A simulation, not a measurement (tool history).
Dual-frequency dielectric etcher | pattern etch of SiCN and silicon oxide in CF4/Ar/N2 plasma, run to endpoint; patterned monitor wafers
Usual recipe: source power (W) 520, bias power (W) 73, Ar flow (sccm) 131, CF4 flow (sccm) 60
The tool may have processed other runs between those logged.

run     day  source power (W)  bias power (W)  Ar flow (sccm)  CF4 flow (sccm)  incoming incoming film thickness, nm  endpoint time (s)
  1   0.000               520              63             131               60                                 15.66               18.5
  2   2.012               520              63             131               60                                 15.68               18.3
  3   4.754               520              73             131               60                                 15.81               17.1
  4   6.338               520              73             131               60                                 15.86               16.7
  5   7.417               520              73             131               60                                 15.87               16.8
      8.962  -- upper electrode replaced
  6   8.983               520              73             131               60                                 15.71               16.8
  7  10.754               520              73             131               60                                 15.85               17.0
     11.971  -- Ar flow controller replaced
  8  12.079               520              73             131               60                                 16.06               16.9
  9  13.883               570              79             146               70                                 15.77               14.4
     15.246  -- wet clean of the chamber
 10  16.596               520              73             131               60                                 15.69               17.2
     16.929  -- bias power generator calibrated
     17.438  -- source power generator calibrated
 11  18.896               520              85             164               60                                 15.80               16.6
     21.254  -- CF4 flow controller replaced
 12  21.275               460              66             101               51                                 15.89               20.5
 13  22.446               520              73             131               60                                 15.78               16.9
 14  24.033               640              67             147               66                                 15.74               14.1
 15  25.288               410              73             114               60                                 15.79               21.8
 16  26.604               520              73             153               49                                 15.80               17.8

Here are 3 independent what-if runs from the current tool condition. What would each one return?
  A  26.621               520              73             158               60                                 15.84                  ?
  B  26.621               450              73             155               71                                 15.84                  ?
  C  26.621               480              59             160               70                                 15.84                  ?

run  endpoint time (s)
  A               17.4
  B               20.0
  C               21.1
What these runs would have given with no unlogged condition in the tool:
run  endpoint time (s)
  A               17.8
  B               20.4
  C               21.6
